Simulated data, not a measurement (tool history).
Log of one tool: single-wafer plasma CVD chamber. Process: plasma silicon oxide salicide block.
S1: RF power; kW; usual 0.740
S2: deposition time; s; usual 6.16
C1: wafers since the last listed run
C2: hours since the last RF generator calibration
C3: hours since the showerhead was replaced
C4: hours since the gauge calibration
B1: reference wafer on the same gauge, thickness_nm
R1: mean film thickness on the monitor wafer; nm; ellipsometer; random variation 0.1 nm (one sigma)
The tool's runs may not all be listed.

run 1 hour=0.0 | S1=0.740 S2=6.16 | C1=0 C2=2236.7 C3=7848.6 C4=68.2 | B1=71.585 | R1=67.207
run 2 hour=17.6 | S1=0.740 S2=6.16 | C1=528 C2=2254.3 C3=7866.2 C4=85.8 | B1=71.614 | R1=67.076
run 3 hour=26.5 | S1=0.740 S2=6.16 | C1=267 C2=2263.2 C3=7875.1 C4=94.7 | B1=71.628 | R1=67.241
run 4 hour=33.3 | S1=0.640 S2=6.16 | C1=204 C2=2270.0 C3=7881.9 C4=101.5 | B1=71.593 | R1=65.088
-- hour=36.0 gauge calibrated
run 5 hour=41.1 | S1=0.640 S2=6.16 | C1=234 C2=2277.8 C3=7889.7 C4=5.1 | B1=71.595 | R1=64.926
run 6 hour=57.5 | S1=0.640 S2=6.16 | C1=492 C2=2294.2 C3=7906.1 C4=21.5 | B1=71.592 | R1=64.974
-- hour=69.8 showerhead replaced
run 7 hour=70.3 | S1=0.740 S2=6.16 | C1=144 C2=2307.0 C3=0.5 C4=34.3 | B1=71.601 | R1=67.377
run 8 hour=95.6 | S1=0.740 S2=6.16 | C1=760 C2=2332.3 C3=25.8 C4=59.6 | B1=71.611 | R1=67.315
run 9 hour=107.9 | S1=0.870 S2=5.53 | C1=369 C2=2344.6 C3=38.1 C4=71.9 | B1=71.633 | R1=62.676
-- hour=121.5 RF generator calibrated
run 10 hour=122.0 | S1=0.850 S2=6.16 | C1=183 C2=0.5 C3=52.2 C4=86.0 | B1=71.602 | R1=69.385
run 11 hour=132.6 | S1=0.780 S2=6.79 | C1=318 C2=11.1 C3=62.8 C4=96.6 | B1=71.605 | R1=75.098
-- hour=137.9 gauge calibrated
run 12 hour=144.1 | S1=0.800 S2=6.91 | C1=345 C2=22.6 C3=74.3 C4=6.2 | B1=71.585 | R1=76.996
run 13 hour=151.8 | S1=0.840 S2=7.17 | C1=231 C2=30.3 C3=82.0 C4=13.9 | B1=71.607 | R1=80.518
run 14 hour=168.4 | S1=0.700 S2=5.77 | C1=498 C2=46.9 C3=98.6 C4=30.5 | B1=71.615 | R1=62.207
run 15 hour=180.7 | S1=0.805 S2=6.74 | C1=369 C2=59.2 C3=110.9 C4=42.8 | B1=71.611 | R1=75.055
run 16 hour=195.3 | S1=0.740 S2=6.16 | C1=438 C2=73.8 C3=125.5 C4=57.4 | B1=71.589 | R1=67.411

Forecast each of these 3 alternatives for the next run:
run A hour=195.7 | S1=0.740 S2=6.16 | C1=12 C2=74.2 C3=125.9 C4=57.8 | B1=? | R1=?
run B hour=195.7 | S1=0.740 S2=5.78 | C1=12 C2=74.2 C3=125.9 C4=57.8 | B1=? | R1=?
run C hour=195.7 | S1=0.785 S2=7.09 | C1=12 C2=74.2 C3=125.9 C4=57.8 | B1=? | R1=?

run=A B1=71.595 R1=67.164
run=B B1=71.595 R1=63.021
run=C B1=71.595 R1=78.377
Without the tool's hidden state the same runs would have given:
run=A R1=67.164
run=B R1=63.021
run=C R1=78.377

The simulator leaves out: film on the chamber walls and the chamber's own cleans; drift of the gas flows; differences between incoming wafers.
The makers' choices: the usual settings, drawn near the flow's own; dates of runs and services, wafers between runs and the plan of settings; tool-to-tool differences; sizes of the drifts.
